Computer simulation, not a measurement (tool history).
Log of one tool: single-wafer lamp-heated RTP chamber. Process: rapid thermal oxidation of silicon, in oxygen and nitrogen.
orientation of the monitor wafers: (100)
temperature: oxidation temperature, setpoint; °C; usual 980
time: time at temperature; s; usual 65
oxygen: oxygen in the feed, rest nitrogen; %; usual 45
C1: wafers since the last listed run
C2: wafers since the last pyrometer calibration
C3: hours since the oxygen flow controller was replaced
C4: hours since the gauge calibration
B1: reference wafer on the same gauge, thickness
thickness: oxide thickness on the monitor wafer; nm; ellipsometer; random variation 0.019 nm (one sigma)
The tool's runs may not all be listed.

Run 1, hour 0: usual settings; C1 0; C2 5945; C3 2108.8; C4 111.2; B1 3.87. Result: thickness 4.341 nm.
Run 2, hour 14.7: usual settings; C1 157; C2 6102; C3 2123.5; C4 125.9; B1 3.867. Result: thickness 4.377 nm.
Run 3, hour 26: usual settings but temperature 993 °C, oxygen 59 %; C1 121; C2 6223; C3 2134.8; C4 137.2; B1 3.867. Result: thickness 5.204 nm.
Run 4, hour 40: usual settings but time 52 s; C1 149; C2 6373; C3 2148.8; C4 151.2; B1 3.869. Result: thickness 3.975 nm.
Run 5, hour 57.9: usual settings; C1 191; C2 6565; C3 2166.7; C4 169.1; B1 3.869. Result: thickness 4.355 nm.
Run 6, hour 75.6: usual settings; C1 189; C2 6754; C3 2184.4; C4 186.8; B1 3.873. Result: thickness 4.335 nm.
Run 7, hour 83.4: usual settings; C1 83; C2 6838; C3 2192.2; C4 194.6; B1 3.871. Result: thickness 4.408 nm.
Run 8, hour 98.7: usual settings; C1 163; C2 7002; C3 2207.5; C4 209.9; B1 3.873. Result: thickness 4.371 nm.
Run 9, hour 106.9: usual settings but temperature 990 °C, oxygen 27 %; C1 87; C2 7090; C3 2215.7; C4 218.1; B1 3.873. Result: thickness 3.981 nm.
Run 10, hour 124.3: usual settings; C1 186; C2 7276; C3 2233.1; C4 235.5; B1 3.869. Result: thickness 4.412 nm.
Run 11, hour 137.4: usual settings; C1 140; C2 7416; C3 2246.2; C4 248.6; B1 3.875. Result: thickness 4.393 nm.
Run 12, hour 145.9: usual settings; C1 91; C2 7507; C3 2254.7; C4 257.1; B1 3.869. Result: thickness 4.398 nm.
Run 13, hour 157.5: usual settings; C1 124; C2 7632; C3 2266.3; C4 268.7; B1 3.87. Result: thickness 4.419 nm.
Run 14, hour 171.5: usual settings; C1 149; C2 7782; C3 2280.3; C4 282.7; B1 3.87. Result: thickness 4.394 nm.
At hour 180.2: gauge calibrated.
At hour 184.8: pyrometer window cleaned and pyrometer calibrated.
Run 15, hour 218.6: usual settings; C1 418; C2 362; C3 2327.4; C4 38.4; B1 3.869. Result: thickness 4.502 nm.
Run 16, hour 232.3: usual settings but temperature 1009 °C, time 46 s; C1 146; C2 508; C3 2341.1; C4 52.1; B1 3.871. Result: thickness 4.77 nm.
Run 17, hour 238.8: usual settings but time 73 s; C1 69; C2 578; C3 2347.6; C4 58.6; B1 3.87. Result: thickness 4.724 nm.
Run 18, hour 246.1: usual settings but time 95 s, oxygen 70 %; C1 78; C2 656; C3 2354.9; C4 65.9; B1 3.87. Result: thickness 6.171 nm.
Run 19, hour 254.6: usual settings but time 54 s; C1 91; C2 747; C3 2363.4; C4 74.4; B1 3.868. Result: thickness 4.212 nm.
Run 20, hour 265.5: usual settings but temperature 970 °C, time 56 s; C1 116; C2 864; C3 2374.3; C4 85.3; B1 3.87. Result: thickness 3.951 nm.
At hour 289.3: pyrometer window cleaned and pyrometer calibrated, repeated, since the last time left the tool worse.
Run 21, hour 289.8: usual settings; C1 174; C2 5; C3 2398.6; C4 109.6; B1 3.864. Result: thickness 4.257 nm.
Run 22, hour 290.6: usual settings but time 73 s; C1 8; C2 13; C3 2399.4; C4 110.4; B1 3.863. Result: thickness 4.454 nm.
At hour 330.6: oxygen flow controller replaced.
Run 23, hour 332.8: usual settings but temperature 994 °C, time 38 s; C1 366; C2 380; C3 2.2; C4 152.6; B1 3.87. Result: thickness 3.773 nm.
Run 24, hour 344.2: usual settings; C1 122; C2 502; C3 13.6; C4 164; B1 3.869. Result: thickness 4.258 nm.
Run 25, hour 350.7: usual settings; C1 69; C2 571; C3 20.1; C4 170.5; B1 3.87. Result: thickness 4.236 nm.
Run 26, hour 359.8: usual settings; C1 97; C2 669; C3 29.2; C4 179.6; B1 3.869. Result: thickness 4.248 nm.
Run 27, hour 368.8: usual settings but time 81 s; C1 96; C2 765; C3 38.2; C4 188.6; B1 3.869. Result: thickness 4.632 nm.
Run 28, hour 385.3: usual settings but temperature 963 °C; C1 176; C2 942; C3 54.7; C4 205.1; B1 3.872. Result: thickness 3.82 nm.
Run 29, hour 400.7: usual settings but temperature 958 °C, time 33 s; C1 164; C2 1107; C3 70.1; C4 220.5; B1 3.868. Result: thickness 2.978 nm.
Run 30, hour 417.7: usual settings but temperature 993 °C, oxygen 53 %; C1 182; C2 1289; C3 87.1; C4 237.5; B1 3.867. Result: thickness 4.853 nm.
Run 31, hour 424.3: usual settings; C1 70; C2 1360; C3 93.7; C4 244.1; B1 3.869. Result: thickness 4.247 nm.

3 ways to go on from here, each from the tool as it stands after run 31. What would each give?
Run A, hour 424.8: usual settings; C1 5; C2 1365; C3 94.2; C4 244.6; B1 ?. Result: thickness ?.
Run B, hour 424.8: usual settings but temperature 960 °C, time 89 s, oxygen 54 %; C1 5; C2 1365; C3 94.2; C4 244.6; B1 ?. Result: thickness ?.
Run C, hour 424.8: usual settings but time 74 s, oxygen 20 %; C1 5; C2 1365; C3 94.2; C4 244.6; B1 ?. Result: thickness ?.

run     B1  thickness
  A  3.873      4.249
  B  3.873      4.452
  C  3.873      3.558
Without the tool's hidden state the same runs would have given:
run  thickness
  A      4.226
  B      4.426
  C      3.542

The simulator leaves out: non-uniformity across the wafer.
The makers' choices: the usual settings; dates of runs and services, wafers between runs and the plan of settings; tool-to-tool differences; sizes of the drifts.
